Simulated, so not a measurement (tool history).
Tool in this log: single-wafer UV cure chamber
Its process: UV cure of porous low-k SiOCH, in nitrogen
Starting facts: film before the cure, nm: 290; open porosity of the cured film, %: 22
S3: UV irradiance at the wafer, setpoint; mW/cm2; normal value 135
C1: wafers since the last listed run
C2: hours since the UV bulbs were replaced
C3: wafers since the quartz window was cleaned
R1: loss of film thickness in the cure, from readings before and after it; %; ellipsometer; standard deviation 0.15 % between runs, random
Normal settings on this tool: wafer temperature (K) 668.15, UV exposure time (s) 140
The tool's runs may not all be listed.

run 1 day=0.000 | wafer_temperature_(K)=668.15 UV_exposure_time_(s)=165 S3=135 | C1=0 C2=815.6 C3=511 | R1=12.385
run 2 day=0.729 | wafer_temperature_(K)=668.15 UV_exposure_time_(s)=165 S3=135 | C1=130 C2=833.1 C3=641 | R1=12.213
run 3 day=1.692 | wafer_temperature_(K)=668.15 UV_exposure_time_(s)=165 S3=135 | C1=172 C2=856.2 C3=814 | R1=12.233
run 4 day=3.171 | wafer_temperature_(K)=657.15 UV_exposure_time_(s)=140 S3=110 | C1=265 C2=891.7 C3=1079 | R1=9.989
run 5 day=3.833 | wafer_temperature_(K)=657.15 UV_exposure_time_(s)=140 S3=110 | C1=118 C2=907.6 C3=1198 | R1=10.227
-- day=4.712 quartz window cleaned
run 6 day=4.733 | wafer_temperature_(K)=668.15 UV_exposure_time_(s)=140 S3=135 | C1=101 C2=929.2 C3=3 | R1=11.143
run 7 day=5.092 | wafer_temperature_(K)=668.15 UV_exposure_time_(s)=140 S3=135 | C1=64 C2=937.8 C3=67 | R1=11.042
run 8 day=6.242 | wafer_temperature_(K)=668.15 UV_exposure_time_(s)=205 S3=135 | C1=206 C2=965.4 C3=273 | R1=13.151
run 9 day=7.229 | wafer_temperature_(K)=668.15 UV_exposure_time_(s)=205 S3=135 | C1=177 C2=989.1 C3=451 | R1=13.131
run 10 day=8.525 | wafer_temperature_(K)=668.15 UV_exposure_time_(s)=140 S3=135 | C1=232 C2=1020.2 C3=683 | R1=10.930
run 11 day=9.350 | wafer_temperature_(K)=668.15 UV_exposure_time_(s)=140 S3=105 | C1=147 C2=1040.0 C3=831 | R1=9.996
run 12 day=10.779 | wafer_temperature_(K)=668.15 UV_exposure_time_(s)=140 S3=105 | C1=256 C2=1074.3 C3=1087 | R1=9.839
-- day=12.229 quartz window cleaned
run 13 day=12.250 | wafer_temperature_(K)=668.15 UV_exposure_time_(s)=140 S3=105 | C1=204 C2=1109.6 C3=3 | R1=9.598
run 14 day=13.446 | wafer_temperature_(K)=668.15 UV_exposure_time_(s)=140 S3=135 | C1=214 C2=1138.3 C3=218 | R1=10.479
run 15 day=14.738 | wafer_temperature_(K)=668.15 UV_exposure_time_(s)=140 S3=135 | C1=231 C2=1169.3 C3=449 | R1=10.413
-- day=15.508 UV bulbs replaced
run 16 day=15.529 | wafer_temperature_(K)=668.15 UV_exposure_time_(s)=140 S3=135 | C1=82 C2=0.5 C3=532 | R1=12.090
run 17 day=16.329 | wafer_temperature_(K)=668.15 UV_exposure_time_(s)=205 S3=135 | C1=143 C2=19.7 C3=675 | R1=14.040
run 18 day=17.296 | wafer_temperature_(K)=668.15 UV_exposure_time_(s)=215 S3=96 | C1=173 C2=42.9 C3=848 | R1=12.516
-- day=18.833 quartz window cleaned
run 19 day=18.854 | wafer_temperature_(K)=654.15 UV_exposure_time_(s)=65 S3=113 | C1=219 C2=80.3 C3=3 | R1=7.424
run 20 day=19.471 | wafer_temperature_(K)=668.15 UV_exposure_time_(s)=140 S3=124 | C1=110 C2=95.1 C3=114 | R1=11.761
run 21 day=20.617 | wafer_temperature_(K)=668.15 UV_exposure_time_(s)=205 S3=168 | C1=205 C2=122.6 C3=320 | R1=15.232
run 22 day=22.050 | wafer_temperature_(K)=677.15 UV_exposure_time_(s)=60 S3=164 | C1=257 C2=157.0 C3=577 | R1=9.410
run 23 day=23.083 | wafer_temperature_(K)=668.15 UV_exposure_time_(s)=115 S3=148 | C1=185 C2=181.8 C3=762 | R1=11.834
run 24 day=23.704 | wafer_temperature_(K)=668.15 UV_exposure_time_(s)=140 S3=156 | C1=111 C2=196.7 C3=873 | R1=12.971
run 25 day=24.333 | wafer_temperature_(K)=668.15 UV_exposure_time_(s)=140 S3=168 | C1=112 C2=211.8 C3=986 | R1=13.246
-- day=26.125 quartz window cleaned
run 26 day=26.146 | wafer_temperature_(K)=668.15 UV_exposure_time_(s)=140 S3=135 | C1=265 C2=255.3 C3=3 | R1=12.129
run 27 day=26.983 | wafer_temperature_(K)=661.15 UV_exposure_time_(s)=140 S3=122 | C1=150 C2=275.4 C3=154 | R1=11.547
run 28 day=28.221 | wafer_temperature_(K)=668.15 UV_exposure_time_(s)=140 S3=135 | C1=221 C2=305.1 C3=376 | R1=11.904
run 29 day=29.025 | wafer_temperature_(K)=652.15 UV_exposure_time_(s)=220 S3=118 | C1=144 C2=324.4 C3=520 | R1=13.401
run 30 day=30.475 | wafer_temperature_(K)=668.15 UV_exposure_time_(s)=105 S3=147 | C1=260 C2=359.2 C3=780 | R1=11.256
run 31 day=31.142 | wafer_temperature_(K)=668.15 UV_exposure_time_(s)=140 S3=135 | C1=119 C2=375.2 C3=899 | R1=12.161
-- day=31.779 quartz window cleaned
run 32 day=32.529 | wafer_temperature_(K)=668.15 UV_exposure_time_(s)=90 S3=172 | C1=189 C2=408.5 C3=134 | R1=11.122
run 33 day=33.050 | wafer_temperature_(K)=668.15 UV_exposure_time_(s)=140 S3=135 | C1=93 C2=421.0 C3=227 | R1=12.066

Hidden state, per run?
transmission lost against a clean window, %: 0 across all the runs
H1: lamp output below its setpoint, %
run=1 H1=15.9
run=2 H1=16.5
run=3 H1=17.3
run=4 H1=18.6
run=5 H1=19.2
run=6 H1=20
run=7 H1=20.3
run=8 H1=21.4
run=9 H1=22.3
run=10 H1=23.6
run=11 H1=24.4
run=12 H1=25.9
run=13 H1=27.5
run=14 H1=28.8
run=15 H1=30.3
run=16 H1=2.14
run=17 H1=2.15
run=18 H1=2.18
run=19 H1=2.27
run=20 H1=2.33
run=21 H1=2.45
run=22 H1=2.65
run=23 H1=2.82
run=24 H1=2.93
run=25 H1=3.06
run=26 H1=3.48
run=27 H1=3.69
run=28 H1=4.05
run=29 H1=4.29
run=30 H1=4.78
run=31 H1=5.02
run=32 H1=5.56
run=33 H1=5.77
